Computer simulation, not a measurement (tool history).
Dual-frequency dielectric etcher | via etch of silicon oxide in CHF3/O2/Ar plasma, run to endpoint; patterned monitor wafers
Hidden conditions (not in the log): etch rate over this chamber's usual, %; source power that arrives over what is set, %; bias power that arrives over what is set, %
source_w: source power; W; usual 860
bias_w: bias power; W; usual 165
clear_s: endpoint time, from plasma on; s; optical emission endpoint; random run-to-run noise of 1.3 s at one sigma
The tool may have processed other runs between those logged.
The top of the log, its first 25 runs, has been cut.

| run | hour | source_w | bias_w | wafers since the last listed run | hours since the last wet clean | hours since the last source power generator calibration | hours since the last bias power generator calibration | hours since the last upper electrode change | incoming incoming film thickness, nm | clear_s |
|---|---|---|---|---|---|---|---|---|---|---|
| 26 | 1333.4 | 860 | 127 | 181 | 338.9 | 507.5 | 1069.5 | 1064.6 | 593.6 | 295.9 |
| 27 | 1399.8 | 860 | 165 | 257 | 405.3 | 573.9 | 1135.9 | 1131.0 | 593.8 | 269.5 |
| 28 | 1450.1 | 860 | 165 | 195 | 455.6 | 624.2 | 1186.2 | 1181.3 | 589.2 | 267.3 |
| 29 | 1499.0 | 1060 | 191 | 189 | 504.5 | 673.1 | 1235.1 | 1230.2 | 585.8 | 237.8 |
|  | 1541.9 | wet clean of the chamber |
| 30 | 1564.9 | 770 | 165 | 162 | 23.0 | 739.0 | 1301.0 | 1296.1 | 592.9 | 286.2 |
| 31 | 1621.3 | 860 | 179 | 218 | 79.4 | 795.4 | 1357.4 | 1352.5 | 583.7 | 262.6 |
| 32 | 1836.3 | 860 | 165 | 833 | 294.4 | 1010.4 | 1572.4 | 1567.5 | 592.5 | 271.2 |
| 33 | 1891.4 | 860 | 135 | 213 | 349.5 | 1065.5 | 1627.5 | 1622.6 | 591.1 | 290.4 |
| 34 | 1926.9 | 760 | 185 | 137 | 385.0 | 1101.0 | 1663.0 | 1658.1 | 585.3 | 266.5 |
| 35 | 1966.3 | 640 | 165 | 152 | 424.4 | 1140.4 | 1702.4 | 1697.5 | 596.4 | 300.5 |

4 ways to go on from here, each from the tool as it stands after run 35. What would each give?
| A | 1966.8 | 860 | 165 | 1 | 424.9 | 1140.9 | 1702.9 | 1698.0 | 586.6 | ? |
| B | 1966.8 | 860 | 125 | 1 | 424.9 | 1140.9 | 1702.9 | 1698.0 | 586.6 | ? |
| C | 1966.8 | 860 | 145 | 1 | 424.9 | 1140.9 | 1702.9 | 1698.0 | 586.6 | ? |
| D | 1966.8 | 670 | 181 | 1 | 424.9 | 1140.9 | 1702.9 | 1698.0 | 586.6 | ? |

| run | clear_s |
|---|---|
| A | 266.0 |
| B | 290.0 |
| C | 277.1 |
| D | 280.7 |
What these runs would have given with no unlogged condition in the tool:
| run | clear_s |
|---|---|
| A | 271.0 |
| B | 295.4 |
| C | 282.3 |
| D | 285.9 |

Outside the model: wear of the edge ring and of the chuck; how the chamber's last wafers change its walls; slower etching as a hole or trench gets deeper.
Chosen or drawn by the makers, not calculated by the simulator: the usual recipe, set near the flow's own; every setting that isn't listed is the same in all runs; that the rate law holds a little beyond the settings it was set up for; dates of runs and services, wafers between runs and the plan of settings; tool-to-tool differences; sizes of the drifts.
